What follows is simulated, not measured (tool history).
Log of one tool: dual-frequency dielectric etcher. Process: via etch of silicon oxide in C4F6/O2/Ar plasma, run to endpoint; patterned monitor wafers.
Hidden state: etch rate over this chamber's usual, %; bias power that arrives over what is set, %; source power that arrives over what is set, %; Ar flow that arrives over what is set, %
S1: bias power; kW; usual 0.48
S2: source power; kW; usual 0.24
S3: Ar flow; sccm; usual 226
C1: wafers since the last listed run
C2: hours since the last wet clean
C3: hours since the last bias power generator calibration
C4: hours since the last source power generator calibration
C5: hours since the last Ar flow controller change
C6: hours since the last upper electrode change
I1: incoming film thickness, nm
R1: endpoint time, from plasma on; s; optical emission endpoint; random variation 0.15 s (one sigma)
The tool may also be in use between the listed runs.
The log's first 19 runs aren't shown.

run 20 hour=218.6 | S1=0.553 S2=0.29 S3=187 | C1=115 C2=110.4 C3=193.9 C4=174.4 C5=96.3 C6=137.3 | I1=149.5 | R1=30.5
run 21 hour=235.4 | S1=0.48 S2=0.24 S3=226 | C1=178 C2=127.2 C3=210.7 C4=191.2 C5=113.1 C6=154.1 | I1=150 | R1=34.7
run 22 hour=242.9 | S1=0.417 S2=0.24 S3=226 | C1=79 C2=134.7 C3=218.2 C4=198.7 C5=120.6 C6=161.6 | I1=149.7 | R1=36.6
run 23 hour=257.7 | S1=0.435 S2=0.28 S3=173 | C1=156 C2=149.5 C3=233 C4=213.5 C5=135.4 C6=176.4 | I1=149.3 | R1=33.8
run 24 hour=272.6 | S1=0.48 S2=0.27 S3=226 | C1=157 C2=164.4 C3=247.9 C4=228.4 C5=150.3 C6=191.3 | I1=149.5 | R1=33.4
run 25 hour=286.7 | S1=0.48 S2=0.24 S3=226 | C1=149 C2=178.5 C3=262 C4=242.5 C5=164.4 C6=205.4 | I1=149.1 | R1=34.6
run 26 hour=303 | S1=0.583 S2=0.28 S3=249 | C1=172 C2=194.8 C3=278.3 C4=258.8 C5=180.7 C6=221.7 | I1=151.7 | R1=30.8
run 27 hour=311.8 | S1=0.48 S2=0.24 S3=189 | C1=93 C2=203.6 C3=287.1 C4=267.6 C5=189.5 C6=230.5 | I1=148.4 | R1=33.7
run 28 hour=322.1 | S1=0.393 S2=0.22 S3=226 | C1=109 C2=213.9 C3=297.4 C4=277.9 C5=199.8 C6=240.8 | I1=149.9 | R1=38.4
run 29 hour=335 | S1=0.42 S2=0.29 S3=243 | C1=136 C2=226.8 C3=310.3 C4=290.8 C5=212.7 C6=253.7 | I1=149.9 | R1=34.6
run 30 hour=343.2 | S1=0.48 S2=0.24 S3=226 | C1=86 C2=235 C3=318.5 C4=299 C5=220.9 C6=261.9 | I1=148.3 | R1=33.9

3 ways to go on from here, each from the tool as it stands after run 30. What would each give?
run A hour=343.6 | S1=0.48 S2=0.24 S3=226 | C1=4 C2=235.4 C3=318.9 C4=299.4 C5=221.3 C6=262.3 | I1=149.3 | R1=?
run B hour=343.6 | S1=0.361 S2=0.24 S3=179 | C1=4 C2=235.4 C3=318.9 C4=299.4 C5=221.3 C6=262.3 | I1=149.3 | R1=?
run C hour=343.6 | S1=0.377 S2=0.2 S3=259 | C1=4 C2=235.4 C3=318.9 C4=299.4 C5=221.3 C6=262.3 | I1=149.3 | R1=?

run=A R1=34.2
run=B R1=38
run=C R1=40.4
Without the tool's hidden state the same runs would have given:
run=A R1=34.4
run=B R1=38.3
run=C R1=40.7
